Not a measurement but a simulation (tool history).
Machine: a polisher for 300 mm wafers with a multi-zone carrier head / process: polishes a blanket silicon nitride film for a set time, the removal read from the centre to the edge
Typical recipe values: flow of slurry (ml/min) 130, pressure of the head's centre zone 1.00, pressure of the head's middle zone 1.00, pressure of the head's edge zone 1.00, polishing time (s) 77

run    hour  flow of slurry (ml/min)  pressure of the head's centre zone  pressure of the head's middle zone  pressure of the head's edge zone  polishing time (s)  wafers since the last listed run  wafers polished on this pad  hours since the slurry nozzle was cleaned  hours since the centre zone pressure was calibrated  hours since the edge zone pressure was calibrated  hours since the carrier head's membrane was replaced  incoming thickness of the incoming film, nm  film removed at the wafer's centre (nm)  film removed at mid-radius (nm)  film removed at the wafer's edge (nm)
  1     0.0                      130                                1.00                                1.00                              1.00                  77                                 0                         1536                                      637.0                                                641.9                                              356.2                                                 618.4                                        737.8                                    109.5                            112.8                                  113.0
  2    39.5                      130                                1.00                                1.00                              1.00                  77                               370                         1907                                      676.5                                                681.4                                              395.7                                                 657.9                                        739.9                                    107.7                            109.8                                  110.7
  3    95.4                      150                                1.00                                1.00                              1.00                  77                               524                         2432                                      732.4                                                737.3                                              451.6                                                 713.8                                        733.1                                    109.2                            110.1                                  111.8
      125.3  -- slurry nozzle cleaned
      140.1  -- worn pad replaced by a new one
  4   163.7                      150                                1.00                                1.00                              1.00                  77                               594                          221                                       38.4                                                805.6                                              519.9                                                 782.1                                        738.9                                    113.8                            114.4                                  116.7
  5   199.7                      150                                1.00                                1.00                              1.00                  77                               337                          559                                       74.4                                                841.6                                              555.9                                                 818.1                                        731.5                                    113.1                            117.0                                  116.5
  6   235.6                      130                                1.00                                1.00                              1.00                  77                               336                          896                                      110.3                                                877.5                                              591.8                                                 854.0                                        751.3                                    107.6                            113.7                                  111.6
  7   290.7                      130                                1.00                                1.00                              1.00                  77                               517                         1413                                      165.4                                                932.6                                              646.9                                                 909.1                                        749.7                                    107.2                            109.0                                  113.0
  8   331.4                      130                                1.00                                1.00                              1.00                 103                               381                         1795                                      206.1                                                973.3                                              687.6                                                 949.8                                        736.5                                    141.8                            146.5                                  145.3
  9   380.9                      110                                0.91                                1.10                              1.05                  77                               464                         2259                                      255.6                                               1022.8                                              737.1                                                 999.3                                        722.7                                     89.9                            111.6                                  106.7
      425.6  -- worn pad replaced by a new one
 10   440.4                      130                                1.00                                1.00                              1.00                  77                               520                          139                                      315.1                                               1082.3                                              796.6                                                1058.8                                        751.5                                    108.0                            112.9                                  113.6
 11   498.7                      130                                1.03                                1.00                              1.10                  94                               547                          686                                      373.4                                               1140.6                                              854.9                                                1117.1                                        747.4                                    135.7                            139.0                                  144.7
      621.6  -- edge zone pressure recalibrated
 12   678.9                      120                                1.03                                1.12                              1.11                  77                              1672                         2358                                      553.6                                               1320.8                                               57.3                                                1297.3                                        757.3                                    102.7                            118.1                                  112.7
      701.0  -- worn pad replaced by a new one
 13   745.5                      160                                1.00                                0.89                              1.00                  77                               587                          417                                      620.2                                               1387.4                                              123.9                                                1363.9                                        739.5                                    110.7                            103.7                                  114.9
      767.2  -- slurry nozzle cleaned
 14   770.3                      130                                1.00                                1.00                              1.00                  77                               223                          640                                        3.1                                               1412.2                                              148.7                                                1388.7                                        747.1                                    105.7                            111.8                                  111.8
      788.6  -- carrier head's membrane replaced by a new one
 15   841.8                      130                                1.00                                1.00                              1.00                  92                               624                         1265                                       74.6                                               1483.7                                              220.2                                                  53.2                                        739.1                                    123.7                            135.6                                  135.1
      844.8  -- centre zone pressure recalibrated
 16   879.9                       95                                1.05                                1.00                              1.00                  77                               338                         1603                                      112.7                                                 35.1                                              258.3                                                  91.3                                        749.2                                    103.5                            104.8                                  105.0
 17   904.5                      130                                1.00                                1.00                              1.00                  66                               230                         1834                                      137.3                                                 59.7                                              282.9                                                 115.9                                        731.9                                     92.1                             93.7                                   93.9
 18   969.0                      130                                1.00                                1.00                              1.00                  77                               605                         2440                                      201.8                                                124.2                                              347.4                                                 180.4                                        737.6                                    105.3                            107.1                                  106.0
      987.7  -- worn pad replaced by a new one
 19  1022.8                       95                                1.06                                1.00                              1.00                  77                               467                          329                                      255.6                                                178.0                                              401.2                                                 234.2                                        739.4                                    105.9                            104.8                                  107.5
 20  1055.9                      130                                1.00                                1.00                              0.93                  77                               310                          640                                      288.7                                                211.1                                              434.3                                                 267.3                                        750.6                                    108.8                            113.4                                  108.9
 21  1112.9                      115                                1.00                                1.00                              1.04                  77                               534                         1174                                      345.7                                                268.1                                              491.3                                                 324.3                                        731.6                                    105.2                            109.4                                  112.5
 22  1157.8                      130                                1.00                                1.00                              1.00                  77                               421                         1596                                      390.6                                                313.0                                              536.2                                                 369.2                                        741.7                                    107.0                            113.7                                  110.5

How would selected steps in film removed at the wafer's centre (nm) from run to run divide? Give the signed amount a tool lacking its hidden state would still show from settings, what came in and random variation, and the signed amount left for the hidden state, including any gauge scatter that is not in both of the compared results.
The tool's hidden condition here consists of: removal rate lost through wear of the pad, %; slurry flow missing at the pad, %; deviation of the centre zone's pressure from its setpoint, %; deviation of the edge zone's pressure from its setpoint, %.
Run 7 -> 8: polishing time (s) 77 -> 103. film removed at the wafer's centre (nm) +34.6: hidden state -3.3, all else +37.9.
Run 8 -> 9: flow of slurry (ml/min) 130 -> 110, pressure of the head's centre zone 1.00 -> 0.91, pressure of the head's middle zone 1.00 -> 1.10, pressure of the head's edge zone 1.00 -> 1.05, polishing time (s) 103 -> 77. film removed at the wafer's centre (nm) -51.9: hidden state +1.1, all else -53.0.
Run 15 -> 16: flow of slurry (ml/min) 130 -> 95, pressure of the head's centre zone 1.00 -> 1.05, polishing time (s) 92 -> 77, centre zone pressure recalibrated. film removed at the wafer's centre (nm) -20.2: hidden state +6.5, all else -26.7.
Run 18 -> 19: flow of slurry (ml/min) 130 -> 95, pressure of the head's centre zone 1.00 -> 1.06, worn pad replaced by a new one. film removed at the wafer's centre (nm) +0.6: hidden state +5.9, all else -5.3.
